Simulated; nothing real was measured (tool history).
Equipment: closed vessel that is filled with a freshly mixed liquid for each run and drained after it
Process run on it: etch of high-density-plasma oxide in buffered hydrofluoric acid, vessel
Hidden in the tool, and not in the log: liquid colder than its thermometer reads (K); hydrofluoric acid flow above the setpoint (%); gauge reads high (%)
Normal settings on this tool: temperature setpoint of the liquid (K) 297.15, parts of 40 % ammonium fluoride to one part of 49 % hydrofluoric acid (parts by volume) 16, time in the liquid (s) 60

run	day	temperature setpoint of the liquid (K)	parts of 40 % ammonium fluoride to one part of 49 % hydrofluoric acid (parts by volume)	time in the liquid (s)	wafers since the last listed run	hours since the thermometer was replaced	hours since the hydrofluoric acid flow meter was replaced	hours since the gauge calibration	read-back film thickness of the high-density-plasma oxide reference wafer, read on the same gauge (nm)	thickness taken off the high-density-plasma oxide on a monitor wafer (angstrom)
1	0	301.15	16	75	0	704.5	1479.6	1281.1	87.1	686.2
2	1.875	297.15	16	60	3354	749.5	1524.6	1326.1	86.86	442.9
3	2.992	297.15	16	60	1997	776.3	1551.4	1352.9	86.72	448.2
4	5.512	294.15	16	60	4509	836.8	1611.9	1413.4	86.42	373.3
5	6.833	294.15	16	60	2363	868.5	1643.6	1445.1	86.22	367.5
6	9.45	297.15	16	60	4681	931.3	1706.4	1507.9	85.86	432.2
7	12.338	297.15	16	60	5165	1000.6	1775.7	1577.2	85.45	433
# day 13.425: gauge calibrated
8	13.933	299.65	16	60	2855	1038.9	1814	12.2	90.01	519.4
9	16.838	298.65	16	30	5195	1108.6	1883.7	81.9	89.99	244.5
10	18.196	293.15	20.5	40	2430	1141.2	1916.3	114.5	90	195
11	19.304	297.15	16	40	1982	1167.8	1942.9	141.1	89.99	305.3
12	21.879	300.65	16	60	4606	1229.6	2004.7	202.9	89.95	555.4
13	24.767	297.15	12.5	60	5165	1298.9	2074	272.2	89.84	575.2
14	26.767	297.15	16	30	3578	1346.9	2122	320.2	89.81	227.4
15	32.971	297.15	16	60	11099	1495.8	2270.9	469.1	89.57	456.5
# day 34.617: hydrofluoric acid flow meter replaced
16	34.817	297.15	16	60	3227	1540.1	4.8	513.4	89.5	455.5
17	36.038	298.65	16	70	2184	1569.4	34.1	542.7	89.44	576.3
# day 37.712: thermometer replaced
18	38.888	301.65	16	60	5024	28.2	102.5	611.1	89.29	572.4
19	40.479	300.65	22	75	2847	66.4	140.7	649.3	89.2	510.7
20	42.417	297.15	16	60	3466	112.9	187.2	695.8	89.07	454.2
21	44.05	299.65	16	35	2922	152.1	226.4	735	88.97	304.2
22	46.608	292.15	19	45	4577	213.5	287.8	796.4	88.79	217.6
23	49.567	297.15	16	30	5292	284.5	358.8	867.4	88.57	226.4
24	52.129	297.15	16	60	4584	346	420.3	928.9	88.34	449.1
25	59.279	297.15	16	35	12791	517.6	591.9	1100.5	87.66	257.1
26	60.55	301.15	22.5	75	2273	548.1	622.4	1131	87.54	510.8
27	61.988	298.65	9.5	60	2571	582.6	656.9	1165.5	87.38	782
28	63.533	297.15	16	60	2765	619.7	694	1202.6	87.21	441.3
29	66.662	297.15	12.5	60	5598	694.8	769.1	1277.7	86.85	567.7
30	67.983	297.15	16	60	2363	726.5	800.8	1309.4	86.7	443.3
31	71.05	301.65	20.5	60	5486	800.1	874.4	1383	86.33	437.6
32	72.962	300.65	22	75	3421	846	920.3	1428.9	86.08	498.3

Table of differences, measured result less the result of that run with no hidden state. Run-to-run variation is the same in both. Gauge scatter possibly is not:
run	thickness taken off the high-density-plasma oxide on a monitor wafer (angstrom)
1	-23
2	-16
3	-17
4	-15.5
5	-16.1
6	-20.8
7	-23.1
8	+0.1
9	+0
10	-0.1
11	-0.1
12	-0.4
13	-0.8
14	-0.4
15	-2.1
16	-2.6
17	-3.6
18	-4.6
19	-4.6
20	-4.7
21	-3.5
22	-2.9
23	-3.7
24	-8.5
25	-6.8
26	-14.3
27	-23.4
28	-14.1
29	-20.6
30	-16.9
31	-18.7
32	-22.8
